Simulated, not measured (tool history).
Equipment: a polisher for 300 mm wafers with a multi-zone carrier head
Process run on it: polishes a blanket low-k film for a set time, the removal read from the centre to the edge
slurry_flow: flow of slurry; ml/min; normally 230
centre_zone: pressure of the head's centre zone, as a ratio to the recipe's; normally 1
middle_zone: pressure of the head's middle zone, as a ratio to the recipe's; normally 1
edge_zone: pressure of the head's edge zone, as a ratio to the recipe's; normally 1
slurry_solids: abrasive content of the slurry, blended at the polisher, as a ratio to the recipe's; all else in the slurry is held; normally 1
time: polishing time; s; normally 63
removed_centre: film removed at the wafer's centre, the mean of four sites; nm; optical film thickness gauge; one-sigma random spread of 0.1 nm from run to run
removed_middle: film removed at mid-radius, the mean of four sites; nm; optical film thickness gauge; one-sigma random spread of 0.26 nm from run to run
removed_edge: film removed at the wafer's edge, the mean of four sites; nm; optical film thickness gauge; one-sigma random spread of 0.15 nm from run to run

run   hour  slurry_flow  centre_zone  middle_zone  edge_zone  slurry_solids  time  wafers since the last listed run  wafers polished on this pad  hours since the slurry nozzle was cleaned  hours since the centre zone pressure was calibrated  hours since the edge zone pressure was calibrated  hours since the carrier head's membrane was replaced  incoming thickness of the incoming film, nm  removed_centre  removed_middle  removed_edge
  1      0          230            1            1          1              1    63                                 0                          210                                      820.1                                                402.6                                               1036                                                1256.6                                        734.7            15.5            15.6          16.9
  2   34.8          230            1            1          1              1    63                               264                          474                                      854.9                                                437.4                                             1070.8                                                1291.4                                        755.8            15.5              16          16.9
  3   67.9          230            1            1       1.08           0.85    63                               251                          726                                        888                                                470.5                                             1103.9                                                1324.5                                        752.5            14.2            14.8          15.7
      79.5  -- slurry nozzle cleaned
  4     88          230            1            1       1.08           0.85    63                               145                          872                                        8.5                                                490.6                                               1124                                                1344.6                                          747            15.6            15.7          17.2
       113  -- worn pad replaced by a new one
  5  113.5          230            1            1          1              1    63                               163                            3                                         34                                                516.1                                             1149.5                                                1370.1                                        757.1            16.8              17          17.9
  6  139.6          230            1            1       1.05              1    63                               198                          202                                       60.1                                                542.2                                             1175.6                                                1396.2                                        743.5              17              17          18.4
     150.7  -- edge zone pressure recalibrated
  7  163.4          230            1            1       1.05              1    63                               165                          367                                       83.9                                                  566                                               12.7                                                  1420                                        752.4            16.9            16.8          18.1
     175.1  -- carrier head's membrane replaced by a new one
  8  187.8          230            1            1       1.05              1    63                               147                          515                                      108.3                                                590.4                                               37.1                                                  12.7                                        762.6            16.7            17.2          18.6
  9  220.8          230            1            1          1              1    63                               251                          766                                      141.3                                                623.4                                               70.1                                                  45.7                                        755.3            16.9            16.7            18
     227.5  -- worn pad replaced by a new one
 10  256.4          190            1            1        1.1              1    63                               240                          219                                      176.9                                                  659                                              105.7                                                  81.3                                        740.8            16.3            16.4          17.9
     258.7  -- centre zone pressure recalibrated
 11  272.7          230            1            1          1              1    63                               108                          328                                      193.2                                                   14                                                122                                                  97.6                                        744.9            16.8            16.9          17.6
 12  296.3          270         0.89            1          1              1    63                               179                          508                                      216.8                                                 37.6                                              145.6                                                 121.2                                          734            15.4            17.3          17.8
 13  312.7          190            1         0.96          1              1    80                               124                          632                                      233.2                                                   54                                                162                                                 137.6                                        734.2            20.6            20.3          22.1
 14  334.6          230            1            1       0.89              1    74                               166                          799                                      255.1                                                 75.9                                              183.9                                                 159.5                                        749.1            19.5            19.5          19.7
 15  351.6          205            1            1       1.11              1    63                               129                          928                                      272.1                                                 92.9                                              200.9                                                 176.5                                        743.7            16.2            16.9          18.5
     365.6  -- worn pad replaced by a new one
 16  382.5          180            1            1          1              1    63                               204                          128                                        303                                                123.8                                              231.8                                                 207.4                                        750.9            15.8            16.2          17.2
 17  410.3          310         0.96            1          1              1    63                               211                          339                                      330.8                                                151.6                                              259.6                                                 235.2                                        753.5            16.9            17.4          18.1
 18  446.2          230            1            1          1              1    63                               273                          612                                      366.7                                                187.5                                              295.5                                                 271.1                                        758.1            16.6            16.5          17.6
 19  466.2          295            1            1          1              1    75                               152                          765                                      386.7                                                207.5                                              315.5                                                 291.1                                        750.7            20.3            20.9          21.3
     493.1  -- worn pad replaced by a new one
 20  493.5          230            1            1          1              1    63                               177                            3                                        414                                                234.8                                              342.8                                                 318.4                                          757            16.4            16.6          17.4
 21  523.1          230            1          1.1          1              1    63                               225                          228                                      443.6                                                264.4                                              372.4                                                   348                                        749.8            16.2            18.6          17.5

5 options for the next run, each taken on its own from the tool as it stands now. Forecast them:
  A  523.5          230            1            1          1              1    63                                 3                          231                                        444                                                264.8                                              372.8                                                 348.4                                        752.8               ?               ?             ?
  B  523.5          230            1            1          1              1    81                                 3                          231                                        444                                                264.8                                              372.8                                                 348.4                                        752.8               ?               ?             ?
  C  523.5          265            1            1          1            1.2    53                                 3                          231                                        444                                                264.8                                              372.8                                                 348.4                                        752.8               ?               ?             ?
  D  523.5          230          1.1         1.04          1              1    63                                 3                          231                                        444                                                264.8                                              372.8                                                 348.4                                        752.8               ?               ?             ?
  E  523.5          230            1         0.89        1.1           0.85    75                                 3                          231                                        444                                                264.8                                              372.8                                                 348.4                                        752.8               ?               ?             ?

run  removed_centre  removed_middle  removed_edge
  A            16.5            16.4          17.4
  B            21.3            21.1          22.4
  C            15.5            15.3          16.2
  D            17.9            16.9          17.4
  E              18            16.3            20
Had the tool no hidden state, the same runs would have come out as:
run  removed_centre  removed_middle  removed_edge
  A            17.1            16.9          17.8
  B              22            21.8          22.9
  C              16            15.8          16.5
  D            18.6            17.5          17.8
  E            18.7            16.8          20.5
